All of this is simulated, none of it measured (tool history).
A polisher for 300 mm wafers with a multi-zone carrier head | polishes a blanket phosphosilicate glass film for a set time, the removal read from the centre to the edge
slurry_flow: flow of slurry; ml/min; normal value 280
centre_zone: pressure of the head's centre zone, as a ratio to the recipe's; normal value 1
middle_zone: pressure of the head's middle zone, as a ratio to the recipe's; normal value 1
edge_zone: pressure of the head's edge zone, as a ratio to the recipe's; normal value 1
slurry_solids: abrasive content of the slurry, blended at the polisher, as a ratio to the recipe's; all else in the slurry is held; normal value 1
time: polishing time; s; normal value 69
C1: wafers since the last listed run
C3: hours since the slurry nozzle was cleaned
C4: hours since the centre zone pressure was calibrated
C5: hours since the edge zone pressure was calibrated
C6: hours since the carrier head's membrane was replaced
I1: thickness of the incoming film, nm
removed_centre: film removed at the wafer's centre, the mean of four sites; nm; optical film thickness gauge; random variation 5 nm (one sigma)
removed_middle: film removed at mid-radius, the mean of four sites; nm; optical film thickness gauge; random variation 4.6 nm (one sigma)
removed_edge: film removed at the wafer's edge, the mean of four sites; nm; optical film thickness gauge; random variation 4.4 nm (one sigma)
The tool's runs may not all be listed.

{"run": 1, "hour": 0.0, "slurry_flow": 320, "centre_zone": 1, "middle_zone": 1, "edge_zone": 1.05, "slurry_solids": 1, "time": 83, "C1": 0, "wafers polished on this pad": 2849, "C3": 65.6, "C4": 236.5, "C5": 345.4, "C6": 40.2, "I1": 4289.8, "removed_centre": 606.6, "removed_middle": 593.3, "removed_edge": 599}
{"run": 2, "hour": 71.3, "slurry_flow": 280, "centre_zone": 1, "middle_zone": 1, "edge_zone": 1, "slurry_solids": 1.15, "time": 69, "C1": 673, "wafers polished on this pad": 3523, "C3": 136.9, "C4": 307.8, "C5": 416.7, "C6": 111.5, "I1": 4340.5, "removed_centre": 535.6, "removed_middle": 515.7, "removed_edge": 501.9}
{"hour": 101.6, "done": "worn pad replaced by a new one"}
{"run": 3, "hour": 113.5, "slurry_flow": 280, "centre_zone": 1, "middle_zone": 1, "edge_zone": 1, "slurry_solids": 1, "time": 69, "C1": 361, "wafers polished on this pad": 112, "C3": 179.1, "C4": 350, "C5": 458.9, "C6": 153.7, "I1": 4311.3, "removed_centre": 511.3, "removed_middle": 488.9, "removed_edge": 483.2}
{"run": 4, "hour": 150.5, "slurry_flow": 335, "centre_zone": 1, "middle_zone": 1, "edge_zone": 0.9, "slurry_solids": 0.8, "time": 51, "C1": 349, "wafers polished on this pad": 462, "C3": 216.1, "C4": 387, "C5": 495.9, "C6": 190.7, "I1": 4250.9, "removed_centre": 361.5, "removed_middle": 347.4, "removed_edge": 316.1}
{"run": 5, "hour": 175.3, "slurry_flow": 190, "centre_zone": 1, "middle_zone": 1, "edge_zone": 1.05, "slurry_solids": 0.9, "time": 59, "C1": 234, "wafers polished on this pad": 696, "C3": 240.9, "C4": 411.8, "C5": 520.7, "C6": 215.5, "I1": 4295, "removed_centre": 408.9, "removed_middle": 378.2, "removed_edge": 395.5}
{"run": 6, "hour": 239.3, "slurry_flow": 280, "centre_zone": 1, "middle_zone": 1, "edge_zone": 1, "slurry_solids": 1.25, "time": 77, "C1": 604, "wafers polished on this pad": 1301, "C3": 304.9, "C4": 475.8, "C5": 584.7, "C6": 279.5, "I1": 4292.3, "removed_centre": 614.6, "removed_middle": 588.2, "removed_edge": 583.7}
{"hour": 250.9, "done": "centre zone pressure recalibrated"}
{"run": 7, "hour": 280.5, "slurry_flow": 255, "centre_zone": 1, "middle_zone": 1, "edge_zone": 1, "slurry_solids": 1, "time": 69, "C1": 370, "wafers polished on this pad": 1671, "C3": 346.1, "C4": 29.6, "C5": 625.9, "C6": 320.7, "I1": 4237.6, "removed_centre": 471.7, "removed_middle": 491.2, "removed_edge": 476.7}
{"run": 8, "hour": 376.8, "slurry_flow": 335, "centre_zone": 1, "middle_zone": 1, "edge_zone": 1, "slurry_solids": 0.75, "time": 69, "C1": 910, "wafers polished on this pad": 2582, "C3": 442.4, "C4": 125.9, "C5": 722.2, "C6": 417, "I1": 4346.4, "removed_centre": 456.3, "removed_middle": 456.4, "removed_edge": 450.1}
{"run": 9, "hour": 402.4, "slurry_flow": 280, "centre_zone": 1, "middle_zone": 1, "edge_zone": 1, "slurry_solids": 1, "time": 69, "C1": 241, "wafers polished on this pad": 2824, "C3": 468, "C4": 151.5, "C5": 747.8, "C6": 442.6, "I1": 4250.6, "removed_centre": 492.2, "removed_middle": 492.2, "removed_edge": 482.6}
{"run": 10, "hour": 438.7, "slurry_flow": 225, "centre_zone": 1, "middle_zone": 1, "edge_zone": 1, "slurry_solids": 1, "time": 80, "C1": 343, "wafers polished on this pad": 3167, "C3": 504.3, "C4": 187.8, "C5": 784.1, "C6": 478.9, "I1": 4304.8, "removed_centre": 546.2, "removed_middle": 559.1, "removed_edge": 547.4}
{"hour": 445.1, "done": "slurry nozzle cleaned"}
{"run": 11, "hour": 490.3, "slurry_flow": 340, "centre_zone": 1, "middle_zone": 1, "edge_zone": 1, "slurry_solids": 1.2, "time": 69, "C1": 478, "wafers polished on this pad": 3645, "C3": 45.2, "C4": 239.4, "C5": 835.7, "C6": 530.5, "I1": 4276.9, "removed_centre": 538.5, "removed_middle": 537.2, "removed_edge": 521.2}
{"hour": 526.2, "done": "edge zone pressure recalibrated"}
{"run": 12, "hour": 561.0, "slurry_flow": 205, "centre_zone": 1, "middle_zone": 1, "edge_zone": 1, "slurry_solids": 1, "time": 69, "C1": 649, "wafers polished on this pad": 4294, "C3": 115.9, "C4": 310.1, "C5": 34.8, "C6": 601.2, "I1": 4239.9, "removed_centre": 483.1, "removed_middle": 469.2, "removed_edge": 455.3}
{"hour": 605.2, "done": "worn pad replaced by a new one"}
{"run": 13, "hour": 609.1, "slurry_flow": 280, "centre_zone": 1, "middle_zone": 1, "edge_zone": 1, "slurry_solids": 1, "time": 69, "C1": 416, "wafers polished on this pad": 36, "C3": 164, "C4": 358.2, "C5": 82.9, "C6": 649.3, "I1": 4299.5, "removed_centre": 527.1, "removed_middle": 492.6, "removed_edge": 478.3}
{"run": 14, "hour": 670.2, "slurry_flow": 280, "centre_zone": 1, "middle_zone": 1.08, "edge_zone": 1, "slurry_solids": 1, "time": 69, "C1": 577, "wafers polished on this pad": 614, "C3": 225.1, "C4": 419.3, "C5": 144, "C6": 710.4, "I1": 4214.9, "removed_centre": 523.6, "removed_middle": 507.8, "removed_edge": 484.8}
{"run": 15, "hour": 713.1, "slurry_flow": 280, "centre_zone": 1, "middle_zone": 1, "edge_zone": 1, "slurry_solids": 1, "time": 69, "C1": 405, "wafers polished on this pad": 1019, "C3": 268, "C4": 462.2, "C5": 186.9, "C6": 753.3, "I1": 4206.6, "removed_centre": 531.2, "removed_middle": 493, "removed_edge": 475.2}
{"run": 16, "hour": 738.6, "slurry_flow": 280, "centre_zone": 1, "middle_zone": 1.05, "edge_zone": 1, "slurry_solids": 1, "time": 69, "C1": 241, "wafers polished on this pad": 1260, "C3": 293.5, "C4": 487.7, "C5": 212.4, "C6": 778.8, "I1": 4328.4, "removed_centre": 539, "removed_middle": 506, "removed_edge": 476.7}
{"hour": 749.6, "done": "centre zone pressure recalibrated"}
{"run": 17, "hour": 814.9, "slurry_flow": 245, "centre_zone": 1, "middle_zone": 1, "edge_zone": 1.1, "slurry_solids": 1.2, "time": 69, "C1": 702, "wafers polished on this pad": 1963, "C3": 369.8, "C4": 65.3, "C5": 288.7, "C6": 855.1, "I1": 4285.1, "removed_centre": 494.5, "removed_middle": 506.5, "removed_edge": 528.6}
{"run": 18, "hour": 944.4, "slurry_flow": 320, "centre_zone": 1, "middle_zone": 1, "edge_zone": 1, "slurry_solids": 1, "time": 69, "C1": 1223, "wafers polished on this pad": 3187, "C3": 499.3, "C4": 194.8, "C5": 418.2, "C6": 984.6, "I1": 4260.5, "removed_centre": 488.1, "removed_middle": 498.4, "removed_edge": 490.2}
{"hour": 963.3, "done": "slurry nozzle cleaned"}
{"run": 19, "hour": 1015.6, "slurry_flow": 280, "centre_zone": 1, "middle_zone": 1, "edge_zone": 0.89, "slurry_solids": 1, "time": 81, "C1": 663, "wafers polished on this pad": 3850, "C3": 52.3, "C4": 266, "C5": 489.4, "C6": 1055.8, "I1": 4339, "removed_centre": 583.5, "removed_middle": 579.6, "removed_edge": 534.4}
{"run": 20, "hour": 1055.2, "slurry_flow": 280, "centre_zone": 1, "middle_zone": 1, "edge_zone": 0.91, "slurry_solids": 1.15, "time": 69, "C1": 374, "wafers polished on this pad": 4224, "C3": 91.9, "C4": 305.6, "C5": 529, "C6": 1095.4, "I1": 4307.7, "removed_centre": 532.1, "removed_middle": 512.1, "removed_edge": 485.3}
{"hour": 1085.8, "done": "worn pad replaced by a new one"}
{"run": 21, "hour": 1126.7, "slurry_flow": 280, "centre_zone": 1, "middle_zone": 1.1, "edge_zone": 1, "slurry_solids": 1.3, "time": 83, "C1": 637, "wafers polished on this pad": 386, "C3": 163.4, "C4": 377.1, "C5": 600.5, "C6": 1166.9, "I1": 4312.1, "removed_centre": 676, "removed_middle": 682.2, "removed_edge": 624.9}

Alternative continuations, all from the tool just after run 21; predict every row:
{"run": "A", "hour": 1127.1, "slurry_flow": 280, "centre_zone": 1, "middle_zone": 1, "edge_zone": 1, "slurry_solids": 1, "time": 69, "C1": 3, "wafers polished on this pad": 390, "C3": 163.8, "C4": 377.5, "C5": 600.9, "C6": 1167.3, "I1": 4296, "removed_centre": "?", "removed_middle": "?", "removed_edge": "?"}
{"run": "B", "hour": 1127.1, "slurry_flow": 280, "centre_zone": 1.03, "middle_zone": 1, "edge_zone": 1, "slurry_solids": 1, "time": 69, "C1": 3, "wafers polished on this pad": 390, "C3": 163.8, "C4": 377.5, "C5": 600.9, "C6": 1167.3, "I1": 4296, "removed_centre": "?", "removed_middle": "?", "removed_edge": "?"}
{"run": "C", "hour": 1127.1, "slurry_flow": 280, "centre_zone": 0.96, "middle_zone": 1, "edge_zone": 1.04, "slurry_solids": 1, "time": 56, "C1": 3, "wafers polished on this pad": 390, "C3": 163.8, "C4": 377.5, "C5": 600.9, "C6": 1167.3, "I1": 4296, "removed_centre": "?", "removed_middle": "?", "removed_edge": "?"}
{"run": "D", "hour": 1127.1, "slurry_flow": 280, "centre_zone": 1, "middle_zone": 1, "edge_zone": 1, "slurry_solids": 1, "time": 52, "C1": 3, "wafers polished on this pad": 390, "C3": 163.8, "C4": 377.5, "C5": 600.9, "C6": 1167.3, "I1": 4296, "removed_centre": "?", "removed_middle": "?", "removed_edge": "?"}

run=A removed_centre=515.8 removed_middle=493.1 removed_edge=485.2
run=B removed_centre=531.2 removed_middle=493 removed_edge=485.2
run=C removed_centre=401.9 removed_middle=400.3 removed_edge=401.4
run=D removed_centre=388.7 removed_middle=371.6 removed_edge=365.7
With no hidden state in the tool, these same runs would have given:
run=A removed_centre=468.8 removed_middle=493.4 removed_edge=485.2
run=B removed_centre=483 removed_middle=493.3 removed_edge=485.2
run=C removed_centre=365.2 removed_middle=400.5 removed_edge=401.4
run=D removed_centre=353.3 removed_middle=371.8 removed_edge=365.7

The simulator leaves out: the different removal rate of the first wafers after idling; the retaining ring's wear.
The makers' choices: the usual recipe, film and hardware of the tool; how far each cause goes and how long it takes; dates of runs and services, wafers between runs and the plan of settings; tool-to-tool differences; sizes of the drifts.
